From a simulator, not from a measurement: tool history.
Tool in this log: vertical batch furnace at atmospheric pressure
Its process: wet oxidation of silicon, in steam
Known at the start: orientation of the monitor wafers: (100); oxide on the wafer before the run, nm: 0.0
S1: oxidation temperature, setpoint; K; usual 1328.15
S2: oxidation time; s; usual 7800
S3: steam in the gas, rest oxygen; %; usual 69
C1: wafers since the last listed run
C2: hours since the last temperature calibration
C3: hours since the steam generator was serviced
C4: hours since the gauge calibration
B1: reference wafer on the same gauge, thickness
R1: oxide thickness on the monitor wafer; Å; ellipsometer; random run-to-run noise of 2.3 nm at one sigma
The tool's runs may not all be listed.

run	hour	S1	S2	S3	C1	C2	C3	C4	B1	R1
1	0	1328.15	5610	69	0	2222.5	2323	669.6	620.21	5556.7
2	17	1328.15	5610	69	187	2239.5	2340	686.6	620.13	5562
3	28.7	1328.15	7800	69	129	2251.2	2351.7	698.3	620.58	6779
4	40.6	1328.15	7800	69	131	2263.1	2363.6	710.2	619.36	6739.7
5	66.7	1328.15	7800	69	288	2289.2	2389.7	736.3	620.14	6799.8
6	78.6	1328.15	7800	69	131	2301.1	2401.6	748.2	619.12	6768.5
7	89.6	1342.15	7800	69	121	2312.1	2412.6	759.2	620.48	7225.1
8	101	1342.15	7800	69	125	2323.5	2424	770.6	619.05	7199.4
9	115.4	1328.15	7800	74	159	2337.9	2438.4	785	619.63	7014.9
10	140.8	1328.15	7800	74	280	2363.3	2463.8	810.4	620.68	7062.5
11	164.6	1328.15	7800	74	263	2387.1	2487.6	834.2	620.01	7069.5
12	187.4	1328.15	7800	69	251	2409.9	2510.4	857	619.65	6713
13	199.1	1328.15	7800	69	129	2421.6	2522.1	868.7	620.35	6790.4
14	208.4	1343.15	7800	69	102	2430.9	2531.4	878	620.54	7196.3
15	229.5	1316.15	10950	65	233	2452	2552.5	899.1	619.98	7530
# hour 243.3: gauge calibrated
16	252.6	1328.15	7800	69	255	2475.1	2575.6	9.3	620.89	6780.5
17	268.5	1328.15	7800	69	175	2491	2591.5	25.2	619.91	6752.3
18	293.3	1328.15	7800	76	274	2515.8	2616.3	50	620.95	7192.5
19	309.2	1328.15	7800	69	175	2531.7	2632.2	65.9	620.39	6714.9
20	330.4	1328.15	7800	69	234	2552.9	2653.4	87.1	620.47	6759.9
21	354.5	1319.15	5910	64	266	2577	2677.5	111.2	619.38	5246.9
# hour 384: thermocouples replaced and temperature profile calibrated
22	384.5	1306.15	9780	59	66	0.5	2707.5	141.2	620.65	6324.6
# hour 417.9: steam generator serviced
23	418.4	1309.15	11250	69	109	34.4	0.5	175.1	619.55	8066.8
24	424.7	1338.15	10830	69	69	40.7	6.8	181.4	619.93	9000.4
25	434.8	1328.15	7800	69	111	50.8	16.9	191.5	620.38	7137.7
26	445.8	1316.15	4710	64	121	61.8	27.9	202.5	619.91	4752.9
27	456.2	1319.15	5910	64	114	72.2	38.3	212.9	619.65	5529.7
28	482.6	1328.15	7800	77	291	98.6	64.7	239.3	620.04	7576.3
29	506.1	1352.15	10830	72	259	122.1	88.2	262.8	619.68	9710
30	520.9	1315.15	4140	62	163	136.9	103	277.6	620.41	4241.6
31	542.9	1328.15	7800	62	243	158.9	125	299.6	619.75	6728.2
32	553.4	1328.15	7800	69	116	169.4	135.5	310.1	620.82	7128.2
33	577.1	1328.15	7800	77	261	193.1	159.2	333.8	619.85	7578.4
34	595.8	1328.15	7800	69	206	211.8	177.9	352.5	619.4	7066.6
35	613.8	1307.15	9330	69	198	229.8	195.9	370.5	619.5	7127.3
36	623.6	1338.15	7800	69	108	239.6	205.7	380.3	620.17	7386.4
37	675.1	1350.15	7800	69	569	291.1	257.2	431.8	620.05	7793.2
38	689.6	1328.15	7800	75	160	305.6	271.7	446.3	619.56	7420.9

Each run again, without the hidden state but with its own random variation kept:
Hidden state at play: true tube temperature minus thermocouple reading, K; steam share off its setpoint, % of the setpoint; gauge reads high (%).
run	R1
1	5883.7
2	5889.7
3	7169
4	7127.7
5	7192.1
6	7159.3
7	7632.9
8	7606.1
9	7418.9
10	7470
11	7478
12	7103.3
13	7185.5
14	7604.9
15	7969.4
16	7176.3
17	7146.8
18	7610.5
19	7108.1
20	7156.1
21	5569.1
22	6710
23	8068.7
24	9005.5
25	7146
26	4762
27	5543.3
28	7604.6
29	9756.1
30	4268.4
31	6774.9
32	7181.1
33	7643
34	7133.7
35	7202.8
36	7464.8
37	7892
38	7522.3
